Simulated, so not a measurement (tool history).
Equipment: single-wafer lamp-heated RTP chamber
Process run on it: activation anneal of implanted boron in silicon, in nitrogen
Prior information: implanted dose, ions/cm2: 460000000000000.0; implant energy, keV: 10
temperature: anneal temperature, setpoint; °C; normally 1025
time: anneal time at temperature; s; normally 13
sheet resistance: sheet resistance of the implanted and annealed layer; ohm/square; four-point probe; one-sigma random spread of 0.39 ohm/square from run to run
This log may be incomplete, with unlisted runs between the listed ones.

run   hour  temperature  time  read-back reference wafer on the same gauge, sheet resistance  sheet resistance
  1    0.0         1004    13                                                         270.77            260.66
  2   29.1         1004    13                                                         270.99            260.92
  3   48.5         1025    19                                                         271.08            258.17
  4   71.9         1025    19                                                         271.11            257.67
  5   91.8         1025    13                                                         271.18            259.21
  6  112.2         1025    13                                                         271.42            258.94
  7  145.9         1025    13                                                         271.48            259.07
  8  176.1         1025    16                                                         271.55            258.35
     193.2  -- reflector plate cleaned
     203.4  -- pyrometer window cleaned and pyrometer calibrated
  9  205.5         1003    13                                                         271.49            260.42
 10  227.5         1025    20                                                         271.67            258.55
 11  248.1          995     9                                                         271.69            263.92
     258.7  -- gauge calibrated
 12  268.6         1011    18                                                         269.25            257.25
 13  287.6         1025    11                                                         269.61            257.72
 14  309.5         1025    13                                                         269.89            258.18
 15  331.5         1038     7                                                         270.27            257.90
 16  351.5         1015    19                                                         270.42            257.38
 17  380.3         1025    13                                                         270.81            257.98
 18  409.8         1025    13                                                         270.96            258.81
 19  437.4         1004    19                                                         271.22            259.56

Branching from run 19: 4 alternative next runs. What would each branch give?
  A  437.8         1025    13                                                              ?                 ?
  B  437.8         1025     7                                                              ?                 ?
  C  437.8         1001     8                                                              ?                 ?
  D  437.8          997    13                                                              ?                 ?

run  read-back reference wafer on the same gauge, sheet resistance  sheet resistance
  A                                                         271.20            258.16
  B                                                         271.20            258.89
  C                                                         271.20            261.58
  D                                                         271.20            261.90
What these runs would have given with no unlogged condition in the tool:
run  sheet resistance
  A            256.10
  B            256.82
  C            259.49
  D            259.81
